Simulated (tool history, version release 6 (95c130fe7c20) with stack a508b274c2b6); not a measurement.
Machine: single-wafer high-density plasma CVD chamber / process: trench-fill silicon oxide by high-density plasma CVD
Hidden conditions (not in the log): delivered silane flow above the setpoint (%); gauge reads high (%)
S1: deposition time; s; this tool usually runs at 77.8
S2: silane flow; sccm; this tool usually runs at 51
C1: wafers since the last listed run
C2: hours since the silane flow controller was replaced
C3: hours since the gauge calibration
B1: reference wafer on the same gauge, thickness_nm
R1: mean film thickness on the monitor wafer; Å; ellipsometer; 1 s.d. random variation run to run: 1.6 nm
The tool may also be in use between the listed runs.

{"run": 1, "hour": 0.0, "S1": 71.6, "S2": 47, "C1": 0, "C2": 1568.9, "C3": 23.7, "B1": 483.984, "R1": 3659.66}
{"run": 2, "hour": 29.6, "S1": 77.8, "S2": 51, "C1": 500, "C2": 1598.5, "C3": 53.3, "B1": 483.598, "R1": 4335.83}
{"run": 3, "hour": 97.7, "S1": 77.8, "S2": 51, "C1": 1151, "C2": 1666.6, "C3": 121.4, "B1": 484.322, "R1": 4289.33}
{"run": 4, "hour": 125.1, "S1": 66.2, "S2": 51, "C1": 463, "C2": 1694, "C3": 148.8, "B1": 483.371, "R1": 3647.35}
{"run": 5, "hour": 152.5, "S1": 66.2, "S2": 51, "C1": 463, "C2": 1721.4, "C3": 176.2, "B1": 484.085, "R1": 3649.5}
{"run": 6, "hour": 164.6, "S1": 84.6, "S2": 51, "C1": 204, "C2": 1733.5, "C3": 188.3, "B1": 484.47, "R1": 4663.43}
{"run": 7, "hour": 186.2, "S1": 77.8, "S2": 51, "C1": 365, "C2": 1755.1, "C3": 209.9, "B1": 483.725, "R1": 4302.86}
{"run": 8, "hour": 210.1, "S1": 77.8, "S2": 51, "C1": 404, "C2": 1779, "C3": 233.8, "B1": 483.88, "R1": 4299.83}
{"run": 9, "hour": 229.1, "S1": 77.8, "S2": 51, "C1": 321, "C2": 1798, "C3": 252.8, "B1": 484.031, "R1": 4264.22}
{"run": 10, "hour": 258.9, "S1": 77.8, "S2": 51, "C1": 504, "C2": 1827.8, "C3": 282.6, "B1": 484.25, "R1": 4285.77}
{"run": 11, "hour": 288.4, "S1": 77.8, "S2": 51, "C1": 498, "C2": 1857.3, "C3": 312.1, "B1": 483.629, "R1": 4284.71}
{"run": 12, "hour": 322.9, "S1": 77.8, "S2": 51, "C1": 583, "C2": 1891.8, "C3": 346.6, "B1": 484.824, "R1": 4262.09}
{"run": 13, "hour": 352.1, "S1": 77.8, "S2": 51, "C1": 493, "C2": 1921, "C3": 375.8, "B1": 484.006, "R1": 4219.41}
{"run": 14, "hour": 367.6, "S1": 77.8, "S2": 51, "C1": 262, "C2": 1936.5, "C3": 391.3, "B1": 483.211, "R1": 4264.31}
{"hour": 390.1, "done": "gauge calibrated"}
{"run": 15, "hour": 391.8, "S1": 77.8, "S2": 51, "C1": 409, "C2": 1960.7, "C3": 1.7, "B1": 483.081, "R1": 4234.7}
{"run": 16, "hour": 426.4, "S1": 77.8, "S2": 51, "C1": 585, "C2": 1995.3, "C3": 36.3, "B1": 483.792, "R1": 4207.3}
{"hour": 446.6, "done": "silane flow controller replaced"}
{"run": 17, "hour": 447.3, "S1": 77.8, "S2": 51, "C1": 218, "C2": 0.7, "C3": 57.2, "B1": 483.312, "R1": 4480.97}
{"run": 18, "hour": 470.5, "S1": 65.8, "S2": 48, "C1": 392, "C2": 23.9, "C3": 80.4, "B1": 483.911, "R1": 3557.08}
{"run": 19, "hour": 490.6, "S1": 91.8, "S2": 59, "C1": 339, "C2": 44, "C3": 100.5, "B1": 484.668, "R1": 6114.58}
{"run": 20, "hour": 515.8, "S1": 84.4, "S2": 45, "C1": 426, "C2": 69.2, "C3": 125.7, "B1": 483.52, "R1": 4301.59}
{"run": 21, "hour": 532.6, "S1": 93.2, "S2": 45, "C1": 284, "C2": 86, "C3": 142.5, "B1": 484.434, "R1": 4745.26}
{"run": 22, "hour": 558.2, "S1": 63.6, "S2": 45, "C1": 432, "C2": 111.6, "C3": 168.1, "B1": 483.689, "R1": 3251.47}
{"run": 23, "hour": 614.0, "S1": 85.6, "S2": 51, "C1": 943, "C2": 167.4, "C3": 223.9, "B1": 484.198, "R1": 4954.36}
{"run": 24, "hour": 649.0, "S1": 77.8, "S2": 51, "C1": 591, "C2": 202.4, "C3": 258.9, "B1": 483.854, "R1": 4497.19}
{"run": 25, "hour": 676.7, "S1": 85.4, "S2": 43, "C1": 468, "C2": 230.1, "C3": 286.6, "B1": 483.465, "R1": 4178.77}
{"run": 26, "hour": 697.5, "S1": 77.8, "S2": 51, "C1": 351, "C2": 250.9, "C3": 307.4, "B1": 484.027, "R1": 4513.9}
{"run": 27, "hour": 712.8, "S1": 77.8, "S2": 44, "C1": 258, "C2": 266.2, "C3": 322.7, "B1": 483.433, "R1": 3846.25}
{"run": 28, "hour": 736.1, "S1": 77.8, "S2": 51, "C1": 394, "C2": 289.5, "C3": 346, "B1": 484.748, "R1": 4482.08}
{"run": 29, "hour": 763.5, "S1": 77.8, "S2": 57, "C1": 463, "C2": 316.9, "C3": 373.4, "B1": 484.238, "R1": 5044.43}
{"run": 30, "hour": 791.9, "S1": 73.9, "S2": 45, "C1": 480, "C2": 345.3, "C3": 401.8, "B1": 484.386, "R1": 3766.24}
{"run": 31, "hour": 822.3, "S1": 69.5, "S2": 59, "C1": 514, "C2": 375.7, "C3": 432.2, "B1": 483.16, "R1": 4647.86}
{"hour": 833.6, "done": "gauge calibrated"}
{"run": 32, "hour": 852.1, "S1": 77.8, "S2": 41, "C1": 504, "C2": 405.5, "C3": 18.5, "B1": 484.442, "R1": 3608.33}
{"run": 33, "hour": 873.9, "S1": 77.8, "S2": 51, "C1": 368, "C2": 427.3, "C3": 40.3, "B1": 484.069, "R1": 4510.96}
{"run": 34, "hour": 889.1, "S1": 66, "S2": 45, "C1": 257, "C2": 442.5, "C3": 55.5, "B1": 484.113, "R1": 3353.36}
{"run": 35, "hour": 913.2, "S1": 82.4, "S2": 43, "C1": 407, "C2": 466.6, "C3": 79.6, "B1": 484.854, "R1": 4002.56}

Alternative continuations, all from the tool just after run 35; predict every row:
{"run": "A", "hour": 913.6, "S1": 77.8, "S2": 59, "C1": 6, "C2": 467, "C3": 80, "B1": "?", "R1": "?"}
{"run": "B", "hour": 913.6, "S1": 89, "S2": 51, "C1": 6, "C2": 467, "C3": 80, "B1": "?", "R1": "?"}
{"run": "C", "hour": 913.6, "S1": 88.3, "S2": 47, "C1": 6, "C2": 467, "C3": 80, "B1": "?", "R1": "?"}
{"run": "D", "hour": 913.6, "S1": 70.1, "S2": 51, "C1": 6, "C2": 467, "C3": 80, "B1": "?", "R1": "?"}
{"run": "E", "hour": 913.6, "S1": 77.8, "S2": 55, "C1": 6, "C2": 467, "C3": 80, "B1": "?", "R1": "?"}

run=A B1=483.974 R1=5178.85
run=B B1=483.974 R1=5121.09
run=C B1=483.974 R1=4682.31
run=D B1=483.974 R1=4033.58
run=E B1=483.974 R1=4827.74
With the hidden condition removed and each run's random variation left untouched, the same runs would have given:
run=A R1=5156.13
run=B R1=5098.62
run=C R1=4661.77
run=D R1=4015.88
run=E R1=4806.56

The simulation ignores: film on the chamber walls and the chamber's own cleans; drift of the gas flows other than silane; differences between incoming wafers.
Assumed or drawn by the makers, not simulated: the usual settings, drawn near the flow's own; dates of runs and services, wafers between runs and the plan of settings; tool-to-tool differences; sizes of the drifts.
